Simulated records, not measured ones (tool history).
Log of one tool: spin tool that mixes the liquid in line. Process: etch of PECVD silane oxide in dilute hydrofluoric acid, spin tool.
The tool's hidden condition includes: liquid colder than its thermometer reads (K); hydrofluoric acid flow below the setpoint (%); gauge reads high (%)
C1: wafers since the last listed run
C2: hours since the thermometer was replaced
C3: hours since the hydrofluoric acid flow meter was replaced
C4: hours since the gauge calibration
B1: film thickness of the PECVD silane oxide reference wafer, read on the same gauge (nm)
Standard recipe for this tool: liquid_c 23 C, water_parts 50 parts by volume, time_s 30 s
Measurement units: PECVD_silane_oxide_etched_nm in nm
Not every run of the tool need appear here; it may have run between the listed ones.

Run 1, hour 0.0: usual settings; C1 0; C2 2013.6; C3 1332.1; C4 144.1; B1 70.01. Result: PECVD_silane_oxide_etched_nm 7.71 nm.
Run 2, hour 32.6: usual settings; C1 580; C2 2046.2; C3 1364.7; C4 176.7; B1 70.03. Result: PECVD_silane_oxide_etched_nm 7.67 nm.
Run 3, hour 60.4: usual settings; C1 494; C2 2074.0; C3 1392.5; C4 204.5; B1 70.00. Result: PECVD_silane_oxide_etched_nm 7.57 nm.
Run 4, hour 91.2: usual settings; C1 548; C2 2104.8; C3 1423.3; C4 235.3; B1 70.00. Result: PECVD_silane_oxide_etched_nm 7.54 nm.
At hour 127.4: thermometer replaced.
Run 5, hour 127.9: usual settings; C1 635; C2 0.5; C3 1460.0; C4 272.0; B1 70.01. Result: PECVD_silane_oxide_etched_nm 7.44 nm.
Run 6, hour 142.9: usual settings; C1 267; C2 15.5; C3 1475.0; C4 287.0; B1 70.01. Result: PECVD_silane_oxide_etched_nm 7.50 nm.
Run 7, hour 160.1: usual settings; C1 306; C2 32.7; C3 1492.2; C4 304.2; B1 70.01. Result: PECVD_silane_oxide_etched_nm 7.53 nm.
At hour 177.6: gauge calibrated.
Run 8, hour 190.7: usual settings; C1 544; C2 63.3; C3 1522.8; C4 13.1; B1 70.02. Result: PECVD_silane_oxide_etched_nm 7.46 nm.
Run 9, hour 204.2: usual settings but liquid_c 27 C; C1 240; C2 76.8; C3 1536.3; C4 26.6; B1 70.01. Result: PECVD_silane_oxide_etched_nm 8.82 nm.
At hour 214.7: hydrofluoric acid flow meter replaced.
Run 10, hour 235.0: usual settings; C1 530; C2 107.6; C3 20.3; C4 57.4; B1 70.01. Result: PECVD_silane_oxide_etched_nm 8.73 nm.

The next listed run, before its measurement:
Run 11, hour 254.5: usual settings; C1 347; C2 127.1; C3 39.8; C4 76.9; B1 ?. Result: PECVD_silane_oxide_etched_nm ?.

Run 11 gave B1 70.00, PECVD_silane_oxide_etched_nm 8.73 nm.
On a tool with no hidden condition, and with the same random variation, this run would have come out at PECVD_silane_oxide_etched_nm 8.89 nm.

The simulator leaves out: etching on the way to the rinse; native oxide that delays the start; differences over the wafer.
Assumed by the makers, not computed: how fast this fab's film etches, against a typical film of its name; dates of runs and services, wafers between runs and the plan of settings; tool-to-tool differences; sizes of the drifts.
